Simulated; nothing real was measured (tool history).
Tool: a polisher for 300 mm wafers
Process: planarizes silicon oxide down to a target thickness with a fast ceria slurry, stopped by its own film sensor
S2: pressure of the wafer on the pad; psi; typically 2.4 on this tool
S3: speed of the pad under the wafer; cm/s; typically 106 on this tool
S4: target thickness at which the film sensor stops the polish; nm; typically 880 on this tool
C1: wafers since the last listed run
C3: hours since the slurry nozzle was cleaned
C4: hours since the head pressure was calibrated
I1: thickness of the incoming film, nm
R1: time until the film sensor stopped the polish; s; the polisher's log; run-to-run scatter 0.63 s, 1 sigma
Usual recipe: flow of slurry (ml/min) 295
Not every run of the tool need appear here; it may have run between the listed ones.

{"run": 1, "hour": 0.0, "flow of slurry (ml/min)": 295, "S2": 2.9, "S3": 106, "S4": 880, "C1": 0, "wafers polished on this pad": 1433, "C3": 212.7, "C4": 475.2, "I1": 1504.2, "R1": 41.5}
{"run": 2, "hour": 29.5, "flow of slurry (ml/min)": 295, "S2": 2.4, "S3": 136, "S4": 1012, "C1": 280, "wafers polished on this pad": 1713, "C3": 242.2, "C4": 504.7, "I1": 1530.8, "R1": 31.2}
{"run": 3, "hour": 60.9, "flow of slurry (ml/min)": 295, "S2": 2.4, "S3": 106, "S4": 880, "C1": 298, "wafers polished on this pad": 2011, "C3": 273.6, "C4": 536.1, "I1": 1528.3, "R1": 50.5}
{"hour": 68.4, "done": "worn pad replaced by a new one"}
{"run": 4, "hour": 78.5, "flow of slurry (ml/min)": 295, "S2": 2.4, "S3": 106, "S4": 880, "C1": 129, "wafers polished on this pad": 95, "C3": 291.2, "C4": 553.7, "I1": 1532.3, "R1": 45.8}
{"run": 5, "hour": 109.9, "flow of slurry (ml/min)": 295, "S2": 2.4, "S3": 106, "S4": 880, "C1": 298, "wafers polished on this pad": 393, "C3": 322.6, "C4": 585.1, "I1": 1534.7, "R1": 48.2}
{"run": 6, "hour": 122.8, "flow of slurry (ml/min)": 295, "S2": 2.4, "S3": 106, "S4": 880, "C1": 122, "wafers polished on this pad": 516, "C3": 335.5, "C4": 598, "I1": 1519.4, "R1": 46.3}
{"run": 7, "hour": 139.8, "flow of slurry (ml/min)": 295, "S2": 2.4, "S3": 106, "S4": 880, "C1": 161, "wafers polished on this pad": 677, "C3": 352.5, "C4": 615, "I1": 1502.8, "R1": 45.8}
{"run": 8, "hour": 164.9, "flow of slurry (ml/min)": 215, "S2": 2.6, "S3": 106, "S4": 880, "C1": 238, "wafers polished on this pad": 915, "C3": 377.6, "C4": 640.1, "I1": 1541, "R1": 45.5}
{"run": 9, "hour": 191.4, "flow of slurry (ml/min)": 215, "S2": 2.6, "S3": 106, "S4": 880, "C1": 251, "wafers polished on this pad": 1167, "C3": 404.1, "C4": 666.6, "I1": 1512.5, "R1": 44}
{"run": 10, "hour": 207.8, "flow of slurry (ml/min)": 215, "S2": 2.6, "S3": 106, "S4": 880, "C1": 155, "wafers polished on this pad": 1323, "C3": 420.5, "C4": 683, "I1": 1519.3, "R1": 47}
{"run": 11, "hour": 263.1, "flow of slurry (ml/min)": 235, "S2": 2.4, "S3": 106, "S4": 880, "C1": 524, "wafers polished on this pad": 1848, "C3": 475.8, "C4": 738.3, "I1": 1526.9, "R1": 52.8}
{"hour": 275.7, "done": "worn pad replaced by a new one"}
{"hour": 292.2, "done": "head pressure recalibrated"}
{"run": 12, "hour": 292.7, "flow of slurry (ml/min)": 235, "S2": 2.4, "S3": 106, "S4": 880, "C1": 224, "wafers polished on this pad": 142, "C3": 505.4, "C4": 0.5, "I1": 1531.3, "R1": 45.2}
{"run": 13, "hour": 327.6, "flow of slurry (ml/min)": 295, "S2": 2.4, "S3": 106, "S4": 880, "C1": 331, "wafers polished on this pad": 473, "C3": 540.3, "C4": 35.4, "I1": 1510, "R1": 43.2}
{"run": 14, "hour": 346.9, "flow of slurry (ml/min)": 295, "S2": 2.4, "S3": 106, "S4": 880, "C1": 183, "wafers polished on this pad": 656, "C3": 559.6, "C4": 54.7, "I1": 1492.2, "R1": 43.8}
{"run": 15, "hour": 368.9, "flow of slurry (ml/min)": 295, "S2": 2.4, "S3": 106, "S4": 880, "C1": 208, "wafers polished on this pad": 865, "C3": 581.6, "C4": 76.7, "I1": 1546.3, "R1": 47.4}
{"run": 16, "hour": 400.8, "flow of slurry (ml/min)": 330, "S2": 2.4, "S3": 80, "S4": 880, "C1": 302, "wafers polished on this pad": 1168, "C3": 613.5, "C4": 108.6, "I1": 1532.6, "R1": 60.9}
{"run": 17, "hour": 422.4, "flow of slurry (ml/min)": 330, "S2": 2.4, "S3": 80, "S4": 880, "C1": 205, "wafers polished on this pad": 1373, "C3": 635.1, "C4": 130.2, "I1": 1522.3, "R1": 60.6}
{"hour": 434.2, "done": "slurry nozzle cleaned"}
{"run": 18, "hour": 454.2, "flow of slurry (ml/min)": 345, "S2": 1.8, "S3": 88, "S4": 756, "C1": 292, "wafers polished on this pad": 1665, "C3": 20, "C4": 162, "I1": 1519.1, "R1": 82.2}
{"run": 19, "hour": 483.6, "flow of slurry (ml/min)": 390, "S2": 2.4, "S3": 106, "S4": 880, "C1": 279, "wafers polished on this pad": 1944, "C3": 49.4, "C4": 191.4, "I1": 1548.8, "R1": 50}
{"hour": 496.2, "done": "worn pad replaced by a new one"}
{"run": 20, "hour": 584.4, "flow of slurry (ml/min)": 295, "S2": 1.6, "S3": 106, "S4": 880, "C1": 918, "wafers polished on this pad": 836, "C3": 150.2, "C4": 292.2, "I1": 1514.5, "R1": 59}
{"run": 21, "hour": 596.6, "flow of slurry (ml/min)": 295, "S2": 2.4, "S3": 140, "S4": 753, "C1": 115, "wafers polished on this pad": 952, "C3": 162.4, "C4": 304.4, "I1": 1530.8, "R1": 42.3}
{"run": 22, "hour": 627.1, "flow of slurry (ml/min)": 295, "S2": 2.4, "S3": 106, "S4": 1045, "C1": 289, "wafers polished on this pad": 1242, "C3": 192.9, "C4": 334.9, "I1": 1520.4, "R1": 33.5}
{"run": 23, "hour": 642.7, "flow of slurry (ml/min)": 355, "S2": 2.4, "S3": 106, "S4": 880, "C1": 148, "wafers polished on this pad": 1390, "C3": 208.5, "C4": 350.5, "I1": 1529.8, "R1": 47.9}
{"run": 24, "hour": 658.7, "flow of slurry (ml/min)": 335, "S2": 2.4, "S3": 106, "S4": 880, "C1": 151, "wafers polished on this pad": 1542, "C3": 224.5, "C4": 366.5, "I1": 1488.3, "R1": 45.5}
{"run": 25, "hour": 690.8, "flow of slurry (ml/min)": 295, "S2": 2.4, "S3": 106, "S4": 880, "C1": 304, "wafers polished on this pad": 1846, "C3": 256.6, "C4": 398.6, "I1": 1518.3, "R1": 48.5}
{"run": 26, "hour": 711.2, "flow of slurry (ml/min)": 295, "S2": 2.4, "S3": 106, "S4": 880, "C1": 193, "wafers polished on this pad": 2040, "C3": 277, "C4": 419, "I1": 1509, "R1": 49.8}
{"run": 27, "hour": 732.1, "flow of slurry (ml/min)": 295, "S2": 1.9, "S3": 106, "S4": 880, "C1": 198, "wafers polished on this pad": 2239, "C3": 297.9, "C4": 439.9, "I1": 1503.8, "R1": 58.4}
{"hour": 739.5, "done": "worn pad replaced by a new one"}
{"run": 28, "hour": 744.1, "flow of slurry (ml/min)": 295, "S2": 2.4, "S3": 106, "S4": 880, "C1": 75, "wafers polished on this pad": 43, "C3": 309.9, "C4": 451.9, "I1": 1531, "R1": 45.5}
{"run": 29, "hour": 766.6, "flow of slurry (ml/min)": 370, "S2": 2.4, "S3": 106, "S4": 880, "C1": 213, "wafers polished on this pad": 257, "C3": 332.4, "C4": 474.4, "I1": 1519.6, "R1": 43.2}
{"run": 30, "hour": 785.5, "flow of slurry (ml/min)": 295, "S2": 1.7, "S3": 106, "S4": 880, "C1": 179, "wafers polished on this pad": 436, "C3": 351.3, "C4": 493.3, "I1": 1516.4, "R1": 56.7}
{"run": 31, "hour": 819.6, "flow of slurry (ml/min)": 215, "S2": 2.6, "S3": 106, "S4": 880, "C1": 323, "wafers polished on this pad": 760, "C3": 385.4, "C4": 527.4, "I1": 1532.6, "R1": 45.1}
{"run": 32, "hour": 836.1, "flow of slurry (ml/min)": 295, "S2": 2.7, "S3": 94, "S4": 785, "C1": 156, "wafers polished on this pad": 916, "C3": 401.9, "C4": 543.9, "I1": 1514.9, "R1": 54.4}
{"run": 33, "hour": 866.4, "flow of slurry (ml/min)": 295, "S2": 2.4, "S3": 106, "S4": 762, "C1": 287, "wafers polished on this pad": 1204, "C3": 432.2, "C4": 574.2, "I1": 1504.8, "R1": 53.6}
{"run": 34, "hour": 888.3, "flow of slurry (ml/min)": 295, "S2": 2.4, "S3": 106, "S4": 880, "C1": 207, "wafers polished on this pad": 1412, "C3": 454.1, "C4": 596.1, "I1": 1526, "R1": 49.4}
{"run": 35, "hour": 912.1, "flow of slurry (ml/min)": 395, "S2": 1.9, "S3": 76, "S4": 729, "C1": 225, "wafers polished on this pad": 1638, "C3": 477.9, "C4": 619.9, "I1": 1512.3, "R1": 96.1}
{"hour": 931.9, "done": "worn pad replaced by a new one"}
{"run": 36, "hour": 947.4, "flow of slurry (ml/min)": 330, "S2": 2.4, "S3": 92, "S4": 880, "C1": 297, "wafers polished on this pad": 147, "C3": 513.2, "C4": 655.2, "I1": 1503.3, "R1": 50.4}
{"run": 37, "hour": 966.6, "flow of slurry (ml/min)": 390, "S2": 2.1, "S3": 106, "S4": 880, "C1": 182, "wafers polished on this pad": 329, "C3": 532.4, "C4": 674.4, "I1": 1528.2, "R1": 50.6}
{"run": 38, "hour": 985.9, "flow of slurry (ml/min)": 215, "S2": 2.6, "S3": 106, "S4": 880, "C1": 183, "wafers polished on this pad": 512, "C3": 551.7, "C4": 693.7, "I1": 1500.5, "R1": 43.4}

Forecast each of these 3 alternatives for the next run:
{"run": "A", "hour": 986.3, "flow of slurry (ml/min)": 295, "S2": 2.4, "S3": 106, "S4": 880, "C1": 3, "wafers polished on this pad": 516, "C3": 552.1, "C4": 694.1, "I1": 1510.5, "R1": "?"}
{"run": "B", "hour": 986.3, "flow of slurry (ml/min)": 205, "S2": 2.4, "S3": 106, "S4": 880, "C1": 3, "wafers polished on this pad": 516, "C3": 552.1, "C4": 694.1, "I1": 1510.5, "R1": "?"}
{"run": "C", "hour": 986.3, "flow of slurry (ml/min)": 250, "S2": 2.4, "S3": 84, "S4": 724, "C1": 3, "wafers polished on this pad": 516, "C3": 552.1, "C4": 694.1, "I1": 1510.5, "R1": "?"}

run=A R1=44.9
run=B R1=46.5
run=C R1=71.8
The same runs, with their run-to-run variation unchanged, on a tool lacking any hidden condition would have given:
run=A R1=42.8
run=B R1=44.3
run=C R1=68.4
